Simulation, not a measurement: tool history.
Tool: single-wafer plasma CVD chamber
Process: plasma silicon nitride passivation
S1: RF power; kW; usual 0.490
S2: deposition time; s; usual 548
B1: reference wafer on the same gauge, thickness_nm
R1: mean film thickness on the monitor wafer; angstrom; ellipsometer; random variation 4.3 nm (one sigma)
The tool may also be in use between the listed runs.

run,hour,S1,S2,B1,R1
1,0.0,0.450,548,894.112,8171.05
2,42.7,0.490,548,895.325,8325.40
3,143.1,0.490,482,892.765,7291.03
4,213.7,0.490,483,892.929,7390.03
5,250.4,0.490,548,895.557,8297.46
6,310.5,0.530,548,891.825,8440.17
7,401.6,0.530,548,895.135,8437.34
8,443.7,0.530,548,891.647,8452.15
9,516.9,0.490,548,890.594,8307.47
10,569.1,0.525,548,892.745,8469.66
11,635.6,0.540,548,895.524,8442.29
12,691.2,0.520,633,895.728,9806.20
13,755.7,0.490,548,896.419,8289.21
14,849.4,0.490,548,894.222,8326.25
15,898.8,0.490,548,893.671,8345.87
16,984.9,0.570,604,891.681,9553.71
17,1072.8,0.490,606,897.359,9225.26
18,1154.7,0.415,488,893.036,7254.64

Taken out of this log: 3 entries between the listed runs. Where each belongs, and how the hidden state differs across it:
Between runs 6 and 7: gauge calibrated (hour 394.8)
  no hidden state differs between the two runs
Between runs 13 and 14: RF generator calibrated (hour 840.7)
  no hidden state differs between the two runs
Between runs 14 and 15: showerhead replaced (hour 896.1)
  no hidden state differs between the two runs
